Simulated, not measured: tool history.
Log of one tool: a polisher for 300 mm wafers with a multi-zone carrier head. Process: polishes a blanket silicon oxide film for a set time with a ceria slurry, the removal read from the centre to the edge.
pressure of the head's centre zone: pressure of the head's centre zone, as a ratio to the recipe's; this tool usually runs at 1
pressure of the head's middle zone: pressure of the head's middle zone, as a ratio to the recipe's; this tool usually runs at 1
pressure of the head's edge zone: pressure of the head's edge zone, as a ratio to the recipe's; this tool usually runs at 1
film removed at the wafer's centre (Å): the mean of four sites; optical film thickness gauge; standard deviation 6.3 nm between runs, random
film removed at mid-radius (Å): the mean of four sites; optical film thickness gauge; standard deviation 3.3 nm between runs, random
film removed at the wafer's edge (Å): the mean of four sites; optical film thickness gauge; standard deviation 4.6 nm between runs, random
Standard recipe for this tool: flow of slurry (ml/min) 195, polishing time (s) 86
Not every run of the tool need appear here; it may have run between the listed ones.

run,hour,flow of slurry (ml/min),pressure of the head's centre zone,pressure of the head's middle zone,pressure of the head's edge zone,polishing time (s),"incoming thickness of the incoming film, nm",film removed at the wafer's centre (Å),film removed at mid-radius (Å),film removed at the wafer's edge (Å)
1,0,195,1,1,1.04,86,1595,4604,4537,4621
# hour 20.7: worn pad replaced by a new one
2,26.3,195,1,1,1.04,86,1607.6,4524,4523,4546
3,43.6,195,0.92,1,1,86,1599.9,4112,4517,4424
4,57.5,195,0.92,1,1,86,1609.7,4113,4477,4415
5,70.1,195,0.9,1,1,97,1630.7,4493,5117,5052
6,82.6,195,1,1,1,86,1594.5,4446,4462,4503
# hour 93.2: centre zone pressure recalibrated
# hour 94: worn pad replaced by a new one
7,94.4,195,1.1,1,1,100,1597.5,5588,5244,5230
8,101.1,195,1.06,1.12,0.96,86,1610.5,4627,4846,4373
# hour 106.8: carrier head's membrane replaced by a new one
9,117.1,195,1,1.11,1,86,1622.5,4328,4845,4441
10,131.7,195,1,1,1,86,1612.1,4362,4390,4430
11,148.5,195,1,1.06,1,86,1618.1,4249,4574,4402
12,161.9,195,1,1,1,86,1587.9,4183,4350,4271

Forecast run 13:
# hour 165.3: slurry nozzle cleaned
13,171.6,255,0.91,1,0.94,75,1588.7,?,?,?

{"run 13": {"film removed at the wafer's centre (Å)": 3950, "film removed at mid-radius (Å)": 4315, "film removed at the wafer's edge (Å)": 4011}}
On a tool with no hidden condition, and with the same random variation, this run would have come out at film removed at the wafer's centre (Å) 3993, film removed at mid-radius (Å) 4357, film removed at the wafer's edge (Å) 4040.
